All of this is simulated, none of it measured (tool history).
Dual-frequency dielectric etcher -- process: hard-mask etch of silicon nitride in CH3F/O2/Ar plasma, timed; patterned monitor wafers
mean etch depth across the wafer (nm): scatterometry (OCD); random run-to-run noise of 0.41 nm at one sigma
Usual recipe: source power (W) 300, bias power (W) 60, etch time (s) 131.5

run,hour,source power (W),bias power (W),etch time (s),"read-back reference wafer on the same gauge, depth_nm",mean etch depth across the wafer (nm)
1,0.0,260,60,131.5,65.6,69.1
2,54.8,260,60,131.5,65.7,69.0
3,137.1,260,60,131.5,65.7,68.6
4,201.4,300,60,131.5,65.7,71.7
5,249.3,320,60,131.5,65.6,73.8
6,331.2,320,60,131.5,65.6,73.0
7,419.0,300,60,131.5,65.5,70.3
# hour 479.5: wet clean of the chamber
8,480.0,300,60,131.5,65.6,72.2
9,504.4,300,60,131.5,65.6,72.9
10,574.3,300,60,131.5,65.6,72.6
11,659.6,300,60,131.5,65.6,71.0
# hour 723.5: bias power generator calibrated
12,759.6,300,60,131.5,65.6,71.1
13,839.6,270,60,131.5,65.7,67.3
14,906.2,300,60,131.5,65.6,69.6
# hour 969.2: wet clean of the chamber
15,1162.6,240,66,149.0,65.6,78.7
16,1229.1,350,65,113.5,65.6,68.8
17,1361.3,300,49,131.5,65.4,64.5
# hour 1398.9: upper electrode replaced
# hour 1424.2: source power generator calibrated
18,1443.3,330,71,97.0,65.6,58.5
# hour 1478.9: wet clean of the chamber
19,1535.7,300,71,131.5,65.6,78.9
20,1622.5,300,60,131.5,65.7,71.5
21,1719.5,300,60,162.5,65.7,88.6
22,1776.0,300,48,131.5,65.7,63.3
# hour 1828.1: gauge calibrated
23,1867.0,300,60,131.5,65.6,70.2
24,1966.0,340,60,131.5,65.5,73.4
# hour 2017.2: wet clean of the chamber
25,2026.9,240,60,131.5,65.7,67.5
26,2086.1,300,73,145.0,65.5,88.7
27,2180.5,370,69,168.5,65.5,107.5
28,2218.9,300,60,131.5,65.6,72.7
29,2316.8,300,60,131.5,65.7,72.4
30,2427.8,300,60,131.5,65.6,70.5

What the log doesn't show, run by run:
source power that arrives over what is set, %: 0, the same for each run
bias power that arrives over what is set, %: 0, the same for each run
gauge reads high (%): 0, the same for each run
H1: etch rate over this chamber's usual, %
run,H1
1,-0.236
2,-0.693
3,-1.38
4,-1.91
5,-2.31
6,-3
7,-3.73
8,-0.834
9,-1.04
10,-1.62
11,-2.33
12,-3.17
13,-3.83
14,-4.39
15,-1.2
16,-1.75
17,-2.86
18,-3.54
19,-1.53
20,-2.25
21,-3.06
22,-3.53
23,-4.29
24,-5.11
25,0.318
26,-0.175
27,-0.962
28,-1.28
29,-2.1
30,-3.02
